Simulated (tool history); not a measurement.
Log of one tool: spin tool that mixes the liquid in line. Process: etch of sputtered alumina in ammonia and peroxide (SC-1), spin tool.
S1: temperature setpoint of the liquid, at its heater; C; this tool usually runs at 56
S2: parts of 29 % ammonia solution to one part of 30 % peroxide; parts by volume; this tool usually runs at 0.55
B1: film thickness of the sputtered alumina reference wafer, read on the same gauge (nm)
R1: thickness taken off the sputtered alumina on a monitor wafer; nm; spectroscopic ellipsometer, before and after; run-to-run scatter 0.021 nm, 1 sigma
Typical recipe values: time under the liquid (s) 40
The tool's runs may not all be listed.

run 1 day=0 | S1=56 S2=0.55 time_under_the_liquid_(s)=40 | B1=119.994 | R1=3.491
run 2 day=1.504 | S1=56 S2=0.55 time_under_the_liquid_(s)=40 | B1=120.02 | R1=3.451
run 3 day=2.208 | S1=56 S2=0.55 time_under_the_liquid_(s)=40 | B1=119.986 | R1=3.452
run 4 day=2.542 | S1=56 S2=0.55 time_under_the_liquid_(s)=40 | B1=119.993 | R1=3.448
run 5 day=3.179 | S1=56 S2=0.55 time_under_the_liquid_(s)=40 | B1=120.005 | R1=3.437
run 6 day=3.458 | S1=56 S2=0.55 time_under_the_liquid_(s)=40 | B1=119.998 | R1=3.442
run 7 day=3.9 | S1=56 S2=0.55 time_under_the_liquid_(s)=40 | B1=119.976 | R1=3.417
run 8 day=4.458 | S1=56 S2=0.55 time_under_the_liquid_(s)=40 | B1=120.008 | R1=3.448
-- day=4.604 ammonia flow meter replaced
-- day=4.654 new drum of ammonia solution connected
-- day=4.725 gauge calibrated
run 9 day=4.817 | S1=56 S2=0.55 time_under_the_liquid_(s)=40 | B1=120.017 | R1=3.445
-- day=5.05 heated supply line repaired
run 10 day=5.379 | S1=56 S2=0.55 time_under_the_liquid_(s)=40 | B1=120.025 | R1=4.242
-- day=5.846 thermometer replaced
run 11 day=5.954 | S1=56 S2=0.55 time_under_the_liquid_(s)=40 | B1=120 | R1=4.218
run 12 day=6.4 | S1=56 S2=0.55 time_under_the_liquid_(s)=40 | B1=120.008 | R1=4.219
run 13 day=6.783 | S1=50 S2=0.7 time_under_the_liquid_(s)=20 | B1=120.004 | R1=1.566
run 14 day=7.138 | S1=56 S2=0.4 time_under_the_liquid_(s)=60 | B1=119.999 | R1=6.107
run 15 day=7.588 | S1=61.5 S2=0.85 time_under_the_liquid_(s)=40 | B1=119.986 | R1=5.827
run 16 day=8.025 | S1=50.5 S2=0.75 time_under_the_liquid_(s)=40 | B1=119.986 | R1=3.207
run 17 day=8.325 | S1=52.5 S2=0.75 time_under_the_liquid_(s)=25 | B1=119.999 | R1=2.266
run 18 day=8.679 | S1=56 S2=0.55 time_under_the_liquid_(s)=55 | B1=119.991 | R1=5.809
run 19 day=8.962 | S1=56 S2=0.55 time_under_the_liquid_(s)=40 | B1=119.995 | R1=4.2
run 20 day=9.383 | S1=49.5 S2=0.35 time_under_the_liquid_(s)=40 | B1=120 | R1=2.812
run 21 day=9.854 | S1=65 S2=0.4 time_under_the_liquid_(s)=65 | B1=119.994 | R1=10.442
run 22 day=10.25 | S1=56 S2=0.3 time_under_the_liquid_(s)=40 | B1=119.97 | R1=3.96
run 23 day=10.783 | S1=56 S2=0.55 time_under_the_liquid_(s)=40 | B1=119.982 | R1=4.206
-- day=10.958 gauge calibrated
run 24 day=11.346 | S1=56 S2=0.55 time_under_the_liquid_(s)=15 | B1=119.994 | R1=1.575

What if the next run were any one of these 3? Each begins from the tool's condition after run 24:
run A day=11.362 | S1=56 S2=0.55 time_under_the_liquid_(s)=50 | B1=? | R1=?
run B day=11.362 | S1=63.5 S2=0.55 time_under_the_liquid_(s)=40 | B1=? | R1=?
run C day=11.362 | S1=63 S2=0.55 time_under_the_liquid_(s)=40 | B1=? | R1=?

run=A B1=119.975 R1=5.262
run=B B1=119.975 R1=6.197
run=C B1=119.975 R1=6.043
What these runs would have given with no unlogged condition in the tool:
run=A R1=5.352
run=B R1=6.298
run=C R1=6.142
